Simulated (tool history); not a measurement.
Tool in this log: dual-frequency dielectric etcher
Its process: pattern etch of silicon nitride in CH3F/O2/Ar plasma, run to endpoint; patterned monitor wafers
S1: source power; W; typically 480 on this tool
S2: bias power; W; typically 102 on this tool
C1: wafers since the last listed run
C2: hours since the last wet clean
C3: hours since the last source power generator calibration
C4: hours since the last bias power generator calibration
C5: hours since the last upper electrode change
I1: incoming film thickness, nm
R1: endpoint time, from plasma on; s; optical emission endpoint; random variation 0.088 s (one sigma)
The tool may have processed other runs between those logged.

{"run": 1, "hour": 0.0, "S1": 480, "S2": 102, "C1": 0, "C2": 71.5, "C3": 1270.9, "C4": 2426.8, "C5": 1554.6, "I1": 23.83, "R1": 27.7}
{"run": 2, "hour": 22.6, "S1": 480, "S2": 102, "C1": 289, "C2": 94.1, "C3": 1293.5, "C4": 2449.4, "C5": 1577.2, "I1": 23.38, "R1": 27.3}
{"run": 3, "hour": 58.1, "S1": 480, "S2": 94, "C1": 454, "C2": 129.6, "C3": 1329, "C4": 2484.9, "C5": 1612.7, "I1": 23.68, "R1": 29.2}
{"run": 4, "hour": 92.1, "S1": 480, "S2": 94, "C1": 435, "C2": 163.6, "C3": 1363, "C4": 2518.9, "C5": 1646.7, "I1": 23.47, "R1": 28.9}
{"run": 5, "hour": 126.0, "S1": 480, "S2": 102, "C1": 434, "C2": 197.5, "C3": 1396.9, "C4": 2552.8, "C5": 1680.6, "I1": 23.66, "R1": 28}
{"run": 6, "hour": 141.6, "S1": 480, "S2": 102, "C1": 199, "C2": 213.1, "C3": 1412.5, "C4": 2568.4, "C5": 1696.2, "I1": 23.68, "R1": 28}
{"run": 7, "hour": 165.9, "S1": 520, "S2": 102, "C1": 311, "C2": 237.4, "C3": 1436.8, "C4": 2592.7, "C5": 1720.5, "I1": 23.43, "R1": 26.8}
{"run": 8, "hour": 246.7, "S1": 520, "S2": 102, "C1": 1034, "C2": 318.2, "C3": 1517.6, "C4": 2673.5, "C5": 1801.3, "I1": 23.73, "R1": 27.4}
{"hour": 278.2, "done": "wet clean of the chamber"}
{"run": 9, "hour": 278.7, "S1": 390, "S2": 102, "C1": 102, "C2": 0.5, "C3": 1549.6, "C4": 2705.5, "C5": 1833.3, "I1": 23.47, "R1": 30.2}
{"run": 10, "hour": 300.5, "S1": 480, "S2": 102, "C1": 279, "C2": 22.3, "C3": 1571.4, "C4": 2727.3, "C5": 1855.1, "I1": 23.75, "R1": 27.6}
{"run": 11, "hour": 331.2, "S1": 480, "S2": 102, "C1": 393, "C2": 53, "C3": 1602.1, "C4": 2758, "C5": 1885.8, "I1": 23.68, "R1": 27.8}
{"run": 12, "hour": 344.7, "S1": 480, "S2": 102, "C1": 172, "C2": 66.5, "C3": 1615.6, "C4": 2771.5, "C5": 1899.3, "I1": 23.66, "R1": 27.7}
{"run": 13, "hour": 359.8, "S1": 480, "S2": 102, "C1": 193, "C2": 81.6, "C3": 1630.7, "C4": 2786.6, "C5": 1914.4, "I1": 23.7, "R1": 27.8}
{"hour": 364.6, "done": "source power generator calibrated"}
{"run": 14, "hour": 380.4, "S1": 480, "S2": 102, "C1": 212, "C2": 102.2, "C3": 15.8, "C4": 2807.2, "C5": 1935, "I1": 23.6, "R1": 27}
{"run": 15, "hour": 395.9, "S1": 360, "S2": 127, "C1": 198, "C2": 117.7, "C3": 31.3, "C4": 2822.7, "C5": 1950.5, "I1": 23.52, "R1": 27.8}
{"run": 16, "hour": 427.4, "S1": 530, "S2": 127, "C1": 403, "C2": 149.2, "C3": 62.8, "C4": 2854.2, "C5": 1982, "I1": 23.74, "R1": 23.2}
{"run": 17, "hour": 449.9, "S1": 480, "S2": 102, "C1": 288, "C2": 171.7, "C3": 85.3, "C4": 2876.7, "C5": 2004.5, "I1": 23.63, "R1": 27.3}
{"run": 18, "hour": 483.0, "S1": 530, "S2": 109, "C1": 423, "C2": 204.8, "C3": 118.4, "C4": 2909.8, "C5": 2037.6, "I1": 23.4, "R1": 24.9}
{"run": 19, "hour": 498.8, "S1": 480, "S2": 102, "C1": 202, "C2": 220.6, "C3": 134.2, "C4": 2925.6, "C5": 2053.4, "I1": 23.79, "R1": 27.5}
{"run": 20, "hour": 522.3, "S1": 540, "S2": 102, "C1": 300, "C2": 244.1, "C3": 157.7, "C4": 2949.1, "C5": 2076.9, "I1": 23.29, "R1": 25.7}
{"run": 21, "hour": 555.3, "S1": 370, "S2": 102, "C1": 422, "C2": 277.1, "C3": 190.7, "C4": 2982.1, "C5": 2109.9, "I1": 23.7, "R1": 31.6}
{"hour": 567.5, "done": "bias power generator calibrated"}
{"run": 22, "hour": 569.4, "S1": 380, "S2": 82, "C1": 129, "C2": 291.2, "C3": 204.8, "C4": 1.9, "C5": 2124, "I1": 23.81, "R1": 36.1}
{"run": 23, "hour": 585.9, "S1": 510, "S2": 102, "C1": 211, "C2": 307.7, "C3": 221.3, "C4": 18.4, "C5": 2140.5, "I1": 23.6, "R1": 26.9}
{"hour": 625.1, "done": "wet clean of the chamber"}
{"run": 24, "hour": 625.6, "S1": 570, "S2": 102, "C1": 201, "C2": 0.5, "C3": 261, "C4": 58.1, "C5": 2180.2, "I1": 23.7, "R1": 24.6}
{"hour": 649.9, "done": "upper electrode replaced"}
{"run": 25, "hour": 650.4, "S1": 440, "S2": 81, "C1": 10, "C2": 25.3, "C3": 285.8, "C4": 82.9, "C5": 0.5, "I1": 23.67, "R1": 32.2}
{"run": 26, "hour": 683.6, "S1": 480, "S2": 102, "C1": 425, "C2": 58.5, "C3": 319, "C4": 116.1, "C5": 33.7, "I1": 23.62, "R1": 26.8}
{"run": 27, "hour": 717.7, "S1": 440, "S2": 128, "C1": 436, "C2": 92.6, "C3": 353.1, "C4": 150.2, "C5": 67.8, "I1": 23.52, "R1": 24.7}
{"run": 28, "hour": 750.1, "S1": 480, "S2": 93, "C1": 414, "C2": 125, "C3": 385.5, "C4": 182.6, "C5": 100.2, "I1": 23.52, "R1": 28.5}
{"run": 29, "hour": 766.5, "S1": 480, "S2": 94, "C1": 210, "C2": 141.4, "C3": 401.9, "C4": 199, "C5": 116.6, "I1": 23.54, "R1": 28.5}
{"run": 30, "hour": 785.7, "S1": 580, "S2": 102, "C1": 245, "C2": 160.6, "C3": 421.1, "C4": 218.2, "C5": 135.8, "I1": 23.58, "R1": 24.9}
{"run": 31, "hour": 812.2, "S1": 480, "S2": 92, "C1": 339, "C2": 187.1, "C3": 447.6, "C4": 244.7, "C5": 162.3, "I1": 23.51, "R1": 28.9}
{"run": 32, "hour": 862.4, "S1": 560, "S2": 95, "C1": 642, "C2": 237.3, "C3": 497.8, "C4": 294.9, "C5": 212.5, "I1": 23.85, "R1": 26.9}
{"run": 33, "hour": 880.3, "S1": 480, "S2": 102, "C1": 229, "C2": 255.2, "C3": 515.7, "C4": 312.8, "C5": 230.4, "I1": 23.44, "R1": 27.4}
{"run": 34, "hour": 906.5, "S1": 480, "S2": 86, "C1": 335, "C2": 281.4, "C3": 541.9, "C4": 339, "C5": 256.6, "I1": 23.5, "R1": 30.5}

Predict each of these 5 candidate next runs independently; none follows another, all start after run 34:
{"run": "A", "hour": 906.9, "S1": 600, "S2": 102, "C1": 5, "C2": 281.8, "C3": 542.3, "C4": 339.4, "C5": 257, "I1": 23.3, "R1": "?"}
{"run": "B", "hour": 906.9, "S1": 420, "S2": 89, "C1": 5, "C2": 281.8, "C3": 542.3, "C4": 339.4, "C5": 257, "I1": 23.3, "R1": "?"}
{"run": "C", "hour": 906.9, "S1": 370, "S2": 93, "C1": 5, "C2": 281.8, "C3": 542.3, "C4": 339.4, "C5": 257, "I1": 23.3, "R1": "?"}
{"run": "D", "hour": 906.9, "S1": 520, "S2": 78, "C1": 5, "C2": 281.8, "C3": 542.3, "C4": 339.4, "C5": 257, "I1": 23.3, "R1": "?"}
{"run": "E", "hour": 906.9, "S1": 410, "S2": 102, "C1": 5, "C2": 281.8, "C3": 542.3, "C4": 339.4, "C5": 257, "I1": 23.3, "R1": "?"}

run=A R1=24.6
run=B R1=31.8
run=C R1=33.1
run=D R1=31
run=E R1=29.7
Without the tool's unlogged condition, the same runs would have read:
run=A R1=23.9
run=B R1=30.8
run=C R1=32.1
run=D R1=30.1
run=E R1=28.8
